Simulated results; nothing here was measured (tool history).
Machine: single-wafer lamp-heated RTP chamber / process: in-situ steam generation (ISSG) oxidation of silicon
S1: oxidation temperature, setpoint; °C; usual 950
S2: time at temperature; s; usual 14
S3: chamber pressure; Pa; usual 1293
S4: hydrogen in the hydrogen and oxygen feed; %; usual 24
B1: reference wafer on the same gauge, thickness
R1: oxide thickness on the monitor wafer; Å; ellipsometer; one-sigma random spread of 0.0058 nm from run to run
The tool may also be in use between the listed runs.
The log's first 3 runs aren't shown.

{"run": 4, "day": 1.358, "S1": 950, "S2": 14, "S3": 1293, "S4": 24, "B1": 4.491, "R1": 39.67}
{"run": 5, "day": 2.338, "S1": 950, "S2": 14, "S3": 1293, "S4": 24, "B1": 4.491, "R1": 39.66}
{"run": 6, "day": 3.079, "S1": 950, "S2": 17, "S3": 1293, "S4": 24, "B1": 4.485, "R1": 42.78}
{"run": 7, "day": 3.758, "S1": 950, "S2": 17, "S3": 1293, "S4": 24, "B1": 4.486, "R1": 43.08}
{"day": 4.388, "done": "pyrometer window cleaned and pyrometer calibrated"}
{"run": 8, "day": 4.408, "S1": 950, "S2": 17, "S3": 1293, "S4": 24, "B1": 4.491, "R1": 41.34}
{"run": 9, "day": 4.625, "S1": 950, "S2": 10, "S3": 1293, "S4": 24, "B1": 4.492, "R1": 33.81}
{"run": 10, "day": 5.146, "S1": 950, "S2": 10, "S3": 1293, "S4": 24, "B1": 4.489, "R1": 33.94}
{"day": 5.571, "done": "gauge calibrated"}
{"day": 5.679, "done": "hydrogen flow controller replaced"}
{"day": 5.767, "done": "pressure gauge zeroed"}
{"run": 11, "day": 5.896, "S1": 950, "S2": 16, "S3": 1160, "S4": 24, "B1": 4.491, "R1": 40.97}
{"run": 12, "day": 6.367, "S1": 950, "S2": 16, "S3": 1293, "S4": 24, "B1": 4.486, "R1": 40.52}
{"run": 13, "day": 6.85, "S1": 950, "S2": 14, "S3": 1293, "S4": 28, "B1": 4.492, "R1": 39.81}
{"run": 14, "day": 7.496, "S1": 938, "S2": 9, "S3": 1293, "S4": 16, "B1": 4.491, "R1": 29.08}
{"run": 15, "day": 7.908, "S1": 962, "S2": 14, "S3": 1360, "S4": 27, "B1": 4.492, "R1": 40.35}
{"run": 16, "day": 8.404, "S1": 950, "S2": 14, "S3": 1147, "S4": 24, "B1": 4.49, "R1": 39.16}
{"run": 17, "day": 8.704, "S1": 958, "S2": 14, "S3": 1293, "S4": 24, "B1": 4.489, "R1": 39.4}
{"run": 18, "day": 9.133, "S1": 950, "S2": 17, "S3": 1133, "S4": 24, "B1": 4.487, "R1": 42.25}
{"run": 19, "day": 9.633, "S1": 950, "S2": 14, "S3": 1293, "S4": 24, "B1": 4.489, "R1": 38.51}
{"run": 20, "day": 10.538, "S1": 950, "S2": 14, "S3": 1200, "S4": 27, "B1": 4.492, "R1": 40.31}
{"run": 21, "day": 10.9, "S1": 945, "S2": 10, "S3": 1360, "S4": 24, "B1": 4.491, "R1": 33.29}
{"run": 22, "day": 11.3, "S1": 950, "S2": 14, "S3": 1293, "S4": 24, "B1": 4.489, "R1": 38.54}
{"run": 23, "day": 11.621, "S1": 950, "S2": 10, "S3": 1293, "S4": 15, "B1": 4.488, "R1": 30.54}

Estimate the outcome of run 24 from the log above:
{"run": 24, "day": 12.188, "S1": 950, "S2": 14, "S3": 1360, "S4": 24, "B1": "?", "R1": "?"}

B1: 4.486
R1: 38.2 Å
On a tool with no hidden condition, and with the same random variation, this run would have come out at R1 37.95 Å.
